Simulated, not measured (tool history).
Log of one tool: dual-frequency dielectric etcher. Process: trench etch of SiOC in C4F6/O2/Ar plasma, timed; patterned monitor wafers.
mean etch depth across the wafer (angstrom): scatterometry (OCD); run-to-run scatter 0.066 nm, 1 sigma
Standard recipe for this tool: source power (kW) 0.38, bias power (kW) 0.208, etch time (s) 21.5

run	hour	source power (kW)	bias power (kW)	etch time (s)	wafers since the last listed run	hours since the last wet clean	hours since the last source power generator calibration	hours since the last bias power generator calibration	hours since the last upper electrode change	hours since the gauge calibration	read-back reference wafer on the same gauge, depth_nm	mean etch depth across the wafer (angstrom)
1	0	0.38	0.208	21.5	0	470.8	4600.7	3015.6	5541.3	641.4	37.8	428.3
2	28.8	0.38	0.208	21.5	516	499.6	4629.5	3044.4	5570.1	670.2	37.79	427.7
# hour 59.4: bias power generator calibrated
3	61.1	0.38	0.208	21.5	507	531.9	4661.8	1.7	5602.4	702.5	37.78	435.7
4	91.1	0.38	0.208	21.5	538	561.9	4691.8	31.7	5632.4	732.5	37.8	435.7
5	106.6	0.36	0.243	21.5	278	577.4	4707.3	47.2	5647.9	748	37.78	446.4
6	121.3	0.38	0.208	21.5	263	592.1	4722	61.9	5662.6	762.7	37.79	434.2
7	142.3	0.38	0.208	21.5	376	613.1	4743	82.9	5683.6	783.7	37.82	434.6
8	156.6	0.38	0.208	21.5	256	627.4	4757.3	97.2	5697.9	798	37.81	434.4
9	169.4	0.38	0.208	21.5	229	640.2	4770.1	110	5710.7	810.8	37.8	433.7
# hour 186.7: gauge calibrated
# hour 200.6: wet clean of the chamber
10	201.1	0.48	0.208	25.5	138	0.5	4801.8	141.7	5742.4	14.4	37.82	561.5
11	213.7	0.35	0.208	21.5	226	13.1	4814.4	154.3	5755	27	37.8	423.1
12	228.7	0.34	0.208	21.5	269	28.1	4829.4	169.3	5770	42	37.81	420.6
13	298.5	0.38	0.208	21.5	1252	97.9	4899.2	239.1	5839.8	111.8	37.79	435.8
14	318.8	0.38	0.242	21.5	364	118.2	4919.5	259.4	5860.1	132.1	37.82	457.7
15	338.3	0.38	0.242	21.5	349	137.7	4939	278.9	5879.6	151.6	37.82	455.4
16	362.5	0.38	0.208	26	434	161.9	4963.2	303.1	5903.8	175.8	37.79	527.5

What does the tool deliver on the next run?
# hour 367.6: source power generator calibrated
17	376.9	0.38	0.208	21.5	186	176.3	9.3	317.5	5918.2	190.2	?	?

read-back reference wafer on the same gauge, depth_nm: 37.79
mean etch depth across the wafer (angstrom): 434.8
On a tool with no hidden condition, and with the same random variation, this run would have come out at mean etch depth across the wafer (angstrom) 438.2.

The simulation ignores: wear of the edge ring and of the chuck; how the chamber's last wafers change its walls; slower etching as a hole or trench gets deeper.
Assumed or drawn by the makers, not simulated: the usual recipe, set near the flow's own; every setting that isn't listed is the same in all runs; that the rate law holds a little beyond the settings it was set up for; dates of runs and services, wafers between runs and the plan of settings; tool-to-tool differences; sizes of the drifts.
